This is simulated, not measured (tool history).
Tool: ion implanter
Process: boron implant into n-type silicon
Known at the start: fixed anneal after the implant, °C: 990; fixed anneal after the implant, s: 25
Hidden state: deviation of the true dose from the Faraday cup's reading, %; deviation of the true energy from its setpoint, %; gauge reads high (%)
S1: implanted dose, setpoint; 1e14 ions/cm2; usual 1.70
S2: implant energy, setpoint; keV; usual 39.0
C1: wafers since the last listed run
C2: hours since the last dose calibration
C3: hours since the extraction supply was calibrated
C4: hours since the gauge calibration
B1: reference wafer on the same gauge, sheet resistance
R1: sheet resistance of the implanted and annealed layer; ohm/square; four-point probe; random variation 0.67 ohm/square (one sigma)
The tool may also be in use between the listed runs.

run     day    S1    S2   C1      C2      C3     C4      B1      R1
  1   0.000  2.02  39.0    0  2061.5  5096.3   22.4  412.95  380.84
  2   0.500  2.02  39.0  230  2073.5  5108.3   34.4  412.97  382.46
  3   0.821  1.70  39.0  147  2081.2  5116.0   42.1  412.94  432.79
  4   1.404  1.45  39.0  268  2095.2  5130.0   56.1  413.12  482.43
  5   2.058  1.70  39.0  301  2110.9  5145.7   71.8  412.96  431.74
  6   2.404  1.70  39.0  159  2119.2  5154.0   80.1  413.04  431.08
  7   3.000  1.70  39.0  274  2133.5  5168.3   94.4  412.95  430.76
  8   3.262  1.70  39.0  120  2139.8  5174.6  100.7  413.10  431.29
  9   3.958  1.70  39.0  320  2156.5  5191.3  117.4  413.03  430.37
 10   4.592  1.70  42.5  291  2171.7  5206.5  132.6  412.92  424.96
 11   5.279  1.70  42.5  316  2188.2  5223.0  149.1  413.08  425.85
 12   5.608  1.70  42.5  151  2196.1  5230.9  157.0  413.06  426.28
      5.958  -- extraction supply calibrated
 13   5.979  1.42  39.0   17  2205.0     0.5  165.9  412.97  488.79
 14   6.562  1.42  39.0  268  2219.0    14.5  179.9  413.00  488.48
      7.492  -- Faraday cup replaced and dose calibrated
 15   7.512  2.06  44.5  283     0.5    37.3  202.7  413.01  382.31
 16   7.525  1.31  48.5    5     0.8    37.6  203.0  413.05  514.07
 17   7.904  1.70  39.0  174     9.9    46.7  212.1  413.07  445.72
 18   8.542  1.40  39.0  293    25.2    62.0  227.4  413.01  510.86
 19   9.262  1.70  49.5  331    42.5    79.3  244.7  413.08  427.46
 20   9.804  1.70  39.0  249    55.5    92.3  257.7  412.96  445.11
 21  10.112  1.93  48.5  141    62.9    99.7  265.1  412.91  392.99
     10.267  -- gauge calibrated
 22  10.717  1.93  46.5  278    77.4   114.2   10.8  412.95  394.55
 23  11.350  1.28  45.5  291    92.6   129.4   26.0  412.98  526.01
 24  12.008  2.14  31.0  302   108.4   145.2   41.8  413.14  388.33
 25  12.321  1.70  32.0  143   115.9   152.7   49.3  412.98  457.32
 26  12.796  1.87  26.0  218   127.3   164.1   60.7  412.99  439.53
 27  13.154  2.09  51.5  164   135.9   172.7   69.3  412.92  366.89
 28  13.596  1.70  39.0  203   146.5   183.3   79.9  413.07  443.04
 29  14.304  1.29  42.5  326   163.5   200.3   96.9  412.87  529.28

Forecast each of these 3 alternatives for the next run:
  A  14.321  1.70  47.5   7  163.9  200.7  97.3   ?   ?
  B  14.321  1.57  50.0   7  163.9  200.7  97.3   ?   ?
  C  14.321  2.12  39.0   7  163.9  200.7  97.3   ?   ?

run      B1      R1
  A  412.94  428.02
  B  412.94  448.08
  C  412.94  377.89
Without the tool's hidden state the same runs would have given:
run      R1
  A  431.40
  B  451.59
  C  380.99
